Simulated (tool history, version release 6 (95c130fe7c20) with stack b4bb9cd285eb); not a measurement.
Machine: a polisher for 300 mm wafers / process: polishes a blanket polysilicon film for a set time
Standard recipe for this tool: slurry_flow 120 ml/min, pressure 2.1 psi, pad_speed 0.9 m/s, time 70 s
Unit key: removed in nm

run     day  slurry_flow  pressure  pad_speed  time  wafers since the last listed run  wafers polished on this pad  hours since the slurry nozzle was cleaned  hours since the head pressure was calibrated  incoming thickness of the incoming film, nm  removed
  1       0          120       2.1        0.9    70                                 0                          295                                      299.3                                         266.6                                       1853.2    389.7
  2   1.012          120       2.1        0.9    70                               209                          504                                      323.6                                         290.9                                       1873.3    382.2
  3   1.604          120       2.1        0.9    70                               122                          627                                      337.8                                         305.1                                       1895.4      367
  4   2.908          120       2.1        0.9    70                               270                          897                                      369.1                                         336.4                                       1872.3    364.3
      3.933  -- worn pad replaced by a new one
  5   4.204          120       2.1        0.9    70                               233                           56                                      400.2                                         367.5                                       1892.9    400.9
  6   5.033          120       2.1        0.9    70                               171                          227                                      420.1                                         387.4                                       1863.6    388.8
  7   5.812          120       2.1        0.9    70                               161                          389                                      438.8                                         406.1                                       1861.7      388
  8   7.271          120       2.1        0.9    70                               302                          691                                      473.8                                         441.1                                       1895.7    373.3
  9   8.321          120       2.1        0.9    70                               217                          908                                        499                                         466.3                                       1834.5    372.6
      9.004  -- worn pad replaced by a new one
 10  12.354          120       1.8        0.9    76                               800                          693                                      595.8                                         563.1                                       1840.9    349.2
 11  13.462          120       1.8        0.9    76                               229                          923                                      622.4                                         589.7                                       1888.6    338.2
     13.975  -- worn pad replaced by a new one
 12  14.433          120       1.8        0.9    76                               166                           94                                      645.7                                           613                                       1885.1    376.5
 13   15.05          120       2.1        0.7    70                               127                          222                                      660.5                                         627.8                                       1839.1    308.2
 14  15.733          120       2.1        0.9    70                               141                          363                                      676.9                                         644.2                                       1825.3    388.8
 15  16.604          140       2.1        0.9    83                               180                          544                                      697.8                                         665.1                                       1867.7    474.6
 16  17.854          120       2.1        0.8    87                               258                          803                                      727.8                                         695.1                                       1839.3    413.5
 17    19.1          110       1.6       1.02    70                               257                         1061                                      757.7                                           725                                         1847    309.7
     19.821  -- slurry nozzle cleaned
 18  20.025          140       1.5       0.82    93                               182                         1244                                        4.9                                         747.2                                       1828.1    319.7
      20.25  -- head pressure recalibrated
     20.654  -- worn pad replaced by a new one
 19  20.675          135       2.1        0.9    70                                82                            3                                       20.5                                          10.2                                       1884.2    406.1
 20  21.408          120       2.1        0.9    63                               151                          155                                       38.1                                          27.8                                       1859.9    347.6
 21  22.429          140       2.5       0.58    60                               211                          367                                       62.6                                          52.3                                       1860.5    261.1
 22  23.092           85       2.1       1.16    92                               137                          504                                       78.5                                          68.2                                       1853.7    598.9
 23   24.45          105       2.5        0.9    70                               281                          785                                      111.1                                         100.8                                       1847.4    427.8
 24  25.833          135       2.1        0.9    70                               286                         1072                                      144.3                                           134                                       1857.1    368.5
     26.992  -- worn pad replaced by a new one
 25  27.012          155       2.7       0.66    62                               209                            4                                      172.6                                         162.3                                       1831.1    351.7

Hidden condition of the tool, last listed run before each entry between runs versus first listed run after:
After run 4, before run 5: worn pad replaced by a new one (day 3.933)
  removal rate lost through wear of the pad, %: 10.7 -> 0.569
  measured minus no-state result, removed: -43.9 -> -2.3 nm
After run 9, before run 10: worn pad replaced by a new one (day 9.004)
  removal rate lost through wear of the pad, %: 9.04 -> 8.33
  measured minus no-state result, removed: -37.1 -> -31.7 nm
After run 11, before run 12: worn pad replaced by a new one (day 13.975)
  removal rate lost through wear of the pad, %: 10.6 -> 1.72
  measured minus no-state result, removed: -40.1 -> -6.6 nm
After run 17, before run 18: slurry nozzle cleaned (day 19.821)
  removal rate lost through wear of the pad, %: 11.3 -> 13.2
  measured minus no-state result, removed: -39.6 -> -48.7 nm
After run 18, before run 19: head pressure recalibrated (day 20.25); worn pad replaced by a new one (day 20.654)
  removal rate lost through wear of the pad, %: 13.2 -> 1.21
  measured minus no-state result, removed: -48.7 -> -5 nm
After run 24, before run 25: worn pad replaced by a new one (day 26.992)
  removal rate lost through wear of the pad, %: 11.8 -> 0.229
  measured minus no-state result, removed: -49.4 -> -0.8 nm
